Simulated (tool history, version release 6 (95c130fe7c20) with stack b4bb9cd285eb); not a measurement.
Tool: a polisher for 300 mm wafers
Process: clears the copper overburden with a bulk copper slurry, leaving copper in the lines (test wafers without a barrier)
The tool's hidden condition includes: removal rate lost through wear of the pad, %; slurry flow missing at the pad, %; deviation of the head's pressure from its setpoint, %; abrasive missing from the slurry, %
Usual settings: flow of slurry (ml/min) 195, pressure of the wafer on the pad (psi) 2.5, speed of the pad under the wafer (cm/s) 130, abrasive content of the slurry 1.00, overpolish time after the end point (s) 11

run	hour	flow of slurry (ml/min)	pressure of the wafer on the pad (psi)	speed of the pad under the wafer (cm/s)	abrasive content of the slurry	overpolish time after the end point (s)	wafers since the last listed run	wafers polished on this pad	hours since the slurry nozzle was cleaned	hours since the head pressure was calibrated	hours since the slurry blender was calibrated	incoming thickness of the incoming film, nm	time until the end point was called (s)	dishing of a wide line in a test structure (angstrom)
1	0.0	195	2.8	130	1.00	11	0	81	224.8	665.5	46.8	624.0	52.0	642
2	9.9	195	2.8	130	1.00	11	102	184	234.7	675.4	56.7	616.8	49.9	660
3	20.9	195	2.5	130	1.00	11	114	298	245.7	686.4	67.7	631.4	58.4	578
4	36.6	195	2.5	130	1.00	11	162	461	261.4	702.1	83.4	617.4	54.8	600
5	44.1	195	2.5	112	1.00	11	77	539	268.9	709.6	90.9	613.7	64.5	529
# hour 53.8: worn pad replaced by a new one
6	54.3	195	2.5	112	1.00	11	64	5	279.1	719.8	101.1	612.2	62.4	538
7	65.3	195	2.0	130	1.00	11	114	119	290.1	730.8	112.1	615.7	68.8	481
8	79.8	195	2.5	130	1.00	11	150	269	304.6	745.3	126.6	615.2	56.6	585
9	86.7	195	2.5	130	1.00	11	71	341	311.5	752.2	133.5	612.7	57.6	597
10	100.9	195	2.5	130	1.00	11	147	489	325.7	766.4	147.7	611.9	56.7	580
11	113.0	195	2.5	130	1.00	11	125	614	337.8	778.5	159.8	611.8	56.8	566
# hour 121.4: worn pad replaced by a new one
12	125.9	145	2.5	160	0.90	11	92	47	350.7	791.4	172.7	617.7	47.6	664
# hour 137.0: slurry nozzle cleaned
13	143.8	195	2.5	98	1.00	11	175	222	6.8	809.3	190.6	608.9	72.2	473
14	157.8	195	2.5	130	1.30	17	145	367	20.8	823.3	204.6	615.0	54.5	801
# hour 160.6: slurry blender recalibrated
15	172.9	195	2.5	130	1.00	11	135	503	35.9	838.4	12.3	630.1	57.3	582
# hour 181.1: head pressure recalibrated
# hour 189.3: worn pad replaced by a new one
16	197.2	195	2.5	130	1.10	11	189	82	60.2	16.1	36.6	626.1	54.4	602
17	214.3	195	2.5	130	1.00	11	177	259	77.3	33.2	53.7	623.4	57.2	595
18	236.5	195	2.5	130	1.00	11	230	490	99.5	55.4	75.9	626.2	58.1	597
19	253.2	215	3.3	130	1.25	8	173	663	116.2	72.1	92.6	621.7	40.2	613
# hour 263.0: worn pad replaced by a new one
20	265.6	150	2.5	130	0.70	11	87	27	128.6	84.5	105.0	625.3	63.1	558
21	273.1	230	3.2	160	1.10	11	77	105	136.1	92.0	112.5	623.4	34.2	805

3 ways to go on from here, each from the tool as it stands after run 21. What would each give?
A	273.5	195	2.5	170	1.00	11	4	109	136.5	92.4	112.9	618.6	?	?
B	273.5	175	3.1	130	0.80	6	4	109	136.5	92.4	112.9	618.6	?	?
C	273.5	195	2.5	130	1.00	9	4	109	136.5	92.4	112.9	618.6	?	?

run	time until the end point was called (s)	dishing of a wide line in a test structure (angstrom)
A	42.6	712
B	47.8	436
C	55.7	520
The same runs, with their run-to-run variation unchanged, on a tool lacking any hidden condition would have given:
run	time until the end point was called (s)	dishing of a wide line in a test structure (angstrom)
A	42.6	712
B	47.8	436
C	55.7	520

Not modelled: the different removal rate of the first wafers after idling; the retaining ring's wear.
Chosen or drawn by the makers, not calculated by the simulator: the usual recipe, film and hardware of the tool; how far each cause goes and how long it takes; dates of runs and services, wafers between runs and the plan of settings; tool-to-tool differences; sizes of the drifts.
